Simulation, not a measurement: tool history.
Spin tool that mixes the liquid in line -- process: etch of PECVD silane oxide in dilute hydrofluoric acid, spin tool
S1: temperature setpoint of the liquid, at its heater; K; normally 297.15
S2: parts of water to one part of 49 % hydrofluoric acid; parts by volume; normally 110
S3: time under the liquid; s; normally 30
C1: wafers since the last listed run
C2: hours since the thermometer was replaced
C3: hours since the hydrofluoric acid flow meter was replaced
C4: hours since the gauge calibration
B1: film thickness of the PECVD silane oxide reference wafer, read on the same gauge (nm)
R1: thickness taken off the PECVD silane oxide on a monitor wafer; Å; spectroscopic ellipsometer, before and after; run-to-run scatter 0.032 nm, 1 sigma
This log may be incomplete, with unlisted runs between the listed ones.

Run 1, hour 0.0: usual settings; C1 0; C2 1780.1; C3 842.2; C4 2433.3; B1 150.00. Result: R1 105.9 Å.
Run 2, hour 48.7: usual settings; C1 760; C2 1828.8; C3 890.9; C4 2482.0; B1 150.00. Result: R1 106.1 Å.
Run 3, hour 239.6: usual settings; C1 2979; C2 2019.7; C3 1081.8; C4 2672.9; B1 149.99. Result: R1 106.1 Å.
Run 4, hour 289.5: usual settings; C1 778; C2 2069.6; C3 1131.7; C4 2722.8; B1 149.96. Result: R1 106.2 Å.
Run 5, hour 320.6: usual settings but S1 300.65 K; C1 485; C2 2100.7; C3 1162.8; C4 2753.9; B1 150.01. Result: R1 121.9 Å.
Run 6, hour 390.0: usual settings but S2 75 parts by volume; C1 1083; C2 2170.1; C3 1232.2; C4 2823.3; B1 150.03. Result: R1 162.8 Å.
At hour 394.7: gauge calibrated.
Run 7, hour 556.7: usual settings but S2 75 parts by volume; C1 2601; C2 2336.8; C3 1398.9; C4 162.0; B1 149.99. Result: R1 163.1 Å.
Run 8, hour 590.0: usual settings but S2 85 parts by volume; C1 519; C2 2370.1; C3 1432.2; C4 195.3; B1 149.98. Result: R1 142.4 Å.
At hour 611.0: thermometer replaced.
Run 9, hour 618.5: usual settings but S2 85 parts by volume; C1 429; C2 7.5; C3 1460.7; C4 223.8; B1 150.03. Result: R1 138.1 Å.
Run 10, hour 672.9: usual settings; C1 849; C2 61.9; C3 1515.1; C4 278.2; B1 150.01. Result: R1 103.6 Å.
Run 11, hour 722.5: usual settings but S2 95 parts by volume; C1 774; C2 111.5; C3 1564.7; C4 327.8; B1 149.97. Result: R1 122.4 Å.
Run 12, hour 775.8: usual settings but S2 80 parts by volume, S3 20 s; C1 831; C2 164.8; C3 1618.0; C4 381.1; B1 150.03. Result: R1 98.3 Å.
Run 13, hour 845.2: usual settings but S2 90 parts by volume; C1 1083; C2 234.2; C3 1687.4; C4 450.5; B1 150.02. Result: R1 130.6 Å.
Run 14, hour 872.3: usual settings but S1 301.15 K, S2 75 parts by volume, S3 15 s; C1 422; C2 261.3; C3 1714.5; C4 477.6; B1 150.02. Result: R1 93.5 Å.
Run 15, hour 930.1: usual settings but S1 293.65 K, S2 65 parts by volume, S3 35 s; C1 902; C2 319.1; C3 1772.3; C4 535.4; B1 149.97. Result: R1 188.1 Å.
Run 16, hour 976.6: usual settings but S3 45 s; C1 725; C2 365.6; C3 1818.8; C4 581.9; B1 150.00. Result: R1 156.2 Å.
Run 17, hour 1047.3: usual settings but S2 65 parts by volume; C1 1103; C2 436.3; C3 1889.5; C4 652.6; B1 150.01. Result: R1 187.6 Å.
Run 18, hour 1085.7: usual settings but S1 295.15 K, S2 90 parts by volume, S3 15 s; C1 599; C2 474.7; C3 1927.9; C4 691.0; B1 150.03. Result: R1 60.3 Å.
Run 19, hour 1122.8: usual settings but S1 295.65 K, S3 50 s; C1 579; C2 511.8; C3 1965.0; C4 728.1; B1 150.00. Result: R1 163.7 Å.
Run 20, hour 1171.0: usual settings; C1 752; C2 560.0; C3 2013.2; C4 776.3; B1 150.02. Result: R1 103.6 Å.
Run 21, hour 1241.8: usual settings but S1 299.65 K, S2 65 parts by volume, S3 15 s; C1 1105; C2 630.8; C3 2084.0; C4 847.1; B1 149.97. Result: R1 102.9 Å.
At hour 1290.4: hydrofluoric acid flow meter replaced.
Run 22, hour 1290.9: usual settings; C1 750; C2 679.9; C3 0.5; C4 896.2; B1 150.00. Result: R1 104.4 Å.
Run 23, hour 1326.0: usual settings but S1 301.65 K, S3 20 s; C1 547; C2 715.0; C3 35.6; C4 931.3; B1 149.96. Result: R1 82.6 Å.
Run 24, hour 1378.9: usual settings; C1 825; C2 767.9; C3 88.5; C4 984.2; B1 150.01. Result: R1 104.3 Å.
Run 25, hour 1434.7: usual settings; C1 870; C2 823.7; C3 144.3; C4 1040.0; B1 150.00. Result: R1 105.1 Å.
Run 26, hour 1603.4: usual settings but S1 301.15 K, S2 75 parts by volume, S3 15 s; C1 2633; C2 992.4; C3 313.0; C4 1208.7; B1 149.99. Result: R1 93.6 Å.
Run 27, hour 1635.6: usual settings but S1 293.65 K, S2 80 parts by volume, S3 20 s; C1 502; C2 1024.6; C3 345.2; C4 1240.9; B1 149.98. Result: R1 86.5 Å.
Run 28, hour 1832.6: usual settings but S1 299.65 K, S2 70 parts by volume, S3 15 s; C1 3074; C2 1221.6; C3 542.2; C4 1437.9; B1 150.05. Result: R1 95.6 Å.
Run 29, hour 1896.7: usual settings but S1 294.65 K, S3 40 s; C1 1000; C2 1285.7; C3 606.3; C4 1502.0; B1 149.98. Result: R1 126.7 Å.
Run 30, hour 1964.4: usual settings but S1 301.15 K, S2 75 parts by volume; C1 1056; C2 1353.4; C3 674.0; C4 1569.7; B1 149.96. Result: R1 188.2 Å.
Run 31, hour 2008.0: usual settings but S1 292.65 K, S2 80 parts by volume, S3 20 s; C1 680; C2 1397.0; C3 717.6; C4 1613.3; B1 150.04. Result: R1 83.2 Å.
Run 32, hour 2036.2: usual settings but S1 298.65 K, S2 130 parts by volume, S3 15 s; C1 440; C2 1425.2; C3 745.8; C4 1641.5; B1 150.01. Result: R1 46.2 Å.
Run 33, hour 2061.3: usual settings; C1 391; C2 1450.3; C3 770.9; C4 1666.6; B1 149.97. Result: R1 105.4 Å.

For each run, what was the tool's unlogged condition?
hydrofluoric acid flow below the setpoint (%): 0 at every run
gauge reads high (%): 0 at every run
H1: liquid hotter than its thermometer reads (K)
run      H1
  1   0.545
  2   0.558
  3   0.607
  4    0.62
  5   0.628
  6   0.646
  7   0.689
  8   0.698
  9  0.0105
 10  0.0246
 11  0.0374
 12  0.0512
 13  0.0692
 14  0.0762
 15  0.0912
 16   0.103
 17   0.122
 18   0.132
 19   0.141
 20   0.154
 21   0.172
 22   0.185
 23   0.194
 24   0.208
 25   0.222
 26   0.266
 27   0.274
 28   0.325
 29   0.342
 30   0.359
 31   0.371
 32   0.378
 33   0.384
